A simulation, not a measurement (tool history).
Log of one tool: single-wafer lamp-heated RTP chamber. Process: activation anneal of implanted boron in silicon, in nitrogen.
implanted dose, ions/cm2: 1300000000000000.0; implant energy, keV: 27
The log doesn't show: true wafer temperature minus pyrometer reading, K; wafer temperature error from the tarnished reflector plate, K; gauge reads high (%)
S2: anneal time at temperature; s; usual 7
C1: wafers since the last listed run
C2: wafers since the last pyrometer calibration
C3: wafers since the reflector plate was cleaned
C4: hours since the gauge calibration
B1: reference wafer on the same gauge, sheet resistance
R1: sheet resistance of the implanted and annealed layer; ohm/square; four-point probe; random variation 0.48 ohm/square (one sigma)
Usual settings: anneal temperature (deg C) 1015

Run 1, hour 0.0: usual settings but anneal temperature (deg C) 1024; C1 0; C2 2836; C3 4598; C4 5.4; B1 104.20. Result: R1 90.91 ohm/square.
Run 2, hour 26.1: usual settings but anneal temperature (deg C) 1024; C1 357; C2 3193; C3 4956; C4 31.5; B1 104.36. Result: R1 91.06 ohm/square.
Run 3, hour 49.6: usual settings but anneal temperature (deg C) 1008; C1 321; C2 3515; C3 5277; C4 55.0; B1 104.25. Result: R1 94.62 ohm/square.
Run 4, hour 68.7: usual settings but anneal temperature (deg C) 1008; C1 261; C2 3776; C3 5539; C4 74.1; B1 104.50. Result: R1 94.84 ohm/square.
Run 5, hour 103.4: usual settings but anneal temperature (deg C) 1008; C1 475; C2 4251; C3 6014; C4 108.8; B1 104.12. Result: R1 94.63 ohm/square.
Run 6, hour 134.5: usual settings; C1 425; C2 4677; C3 6439; C4 139.9; B1 104.27. Result: R1 92.86 ohm/square.
Run 7, hour 147.3: usual settings; C1 175; C2 4852; C3 6615; C4 152.7; B1 104.56. Result: R1 93.78 ohm/square.
At hour 174.5: pyrometer window cleaned and pyrometer calibrated.
Run 8, hour 175.0: usual settings; C1 269; C2 6; C3 6884; C4 180.4; B1 104.14. Result: R1 93.51 ohm/square.
Run 9, hour 197.0: usual settings but S2 4 s; C1 301; C2 307; C3 7186; C4 202.4; B1 104.36. Result: R1 93.93 ohm/square.
Run 10, hour 220.7: usual settings but S2 4 s; C1 324; C2 631; C3 7510; C4 226.1; B1 104.56. Result: R1 94.99 ohm/square.
Run 11, hour 235.6: usual settings but anneal temperature (deg C) 1001, S2 4 s; C1 203; C2 835; C3 7714; C4 241.0; B1 104.31. Result: R1 98.23 ohm/square.
Run 12, hour 270.8: usual settings but anneal temperature (deg C) 1039, S2 8 s; C1 481; C2 1317; C3 8196; C4 276.2; B1 104.51. Result: R1 89.90 ohm/square.
At hour 293.1: gauge calibrated.
Run 13, hour 298.2: usual settings but S2 4 s; C1 375; C2 1692; C3 8571; C4 5.1; B1 104.43. Result: R1 94.29 ohm/square.
Run 14, hour 319.1: usual settings; C1 286; C2 1978; C3 8857; C4 26.0; B1 104.22. Result: R1 92.51 ohm/square.
At hour 336.5: reflector plate cleaned.
Run 15, hour 346.3: usual settings but anneal temperature (deg C) 1030, S2 9 s; C1 262; C2 2241; C3 134; C4 53.2; B1 104.18. Result: R1 90.52 ohm/square.
Run 16, hour 363.7: usual settings but anneal temperature (deg C) 999; C1 238; C2 2479; C3 372; C4 70.6; B1 104.46. Result: R1 97.58 ohm/square.
Run 17, hour 398.4: usual settings but anneal temperature (deg C) 995, S2 3 s; C1 475; C2 2954; C3 847; C4 105.3; B1 104.37. Result: R1 102.55 ohm/square.
Run 18, hour 415.8: usual settings but anneal temperature (deg C) 1027, S2 9 s; C1 238; C2 3193; C3 1085; C4 122.7; B1 104.40. Result: R1 91.08 ohm/square.
Run 19, hour 446.8: usual settings but anneal temperature (deg C) 1037, S2 11 s; C1 424; C2 3617; C3 1510; C4 153.7; B1 104.54. Result: R1 90.04 ohm/square.
Run 20, hour 467.3: usual settings but anneal temperature (deg C) 1026, S2 8 s; C1 280; C2 3898; C3 1790; C4 174.2; B1 104.42. Result: R1 91.33 ohm/square.
Run 21, hour 502.2: usual settings but anneal temperature (deg C) 1035, S2 5 s; C1 477; C2 4375; C3 2268; C4 209.1; B1 104.49. Result: R1 91.15 ohm/square.

3 ways to go on from here, each from the tool as it stands after run 21. What would each give?
Run A, hour 502.6: usual settings but S2 3 s; C1 5; C2 4381; C3 2274; C4 209.5; B1 ?. Result: R1 ?.
Run B, hour 502.6: usual settings but anneal temperature (deg C) 996, S2 4 s; C1 5; C2 4381; C3 2274; C4 209.5; B1 ?. Result: R1 ?.
Run C, hour 502.6: usual settings but anneal temperature (deg C) 994, S2 5 s; C1 5; C2 4381; C3 2274; C4 209.5; B1 ?. Result: R1 ?.

run      B1      R1
  A  104.41   95.42
  B  104.41  101.65
  C  104.41  102.13
Without the tool's hidden state the same runs would have given:
run      R1
  A   95.42
  B  101.65
  C  102.13
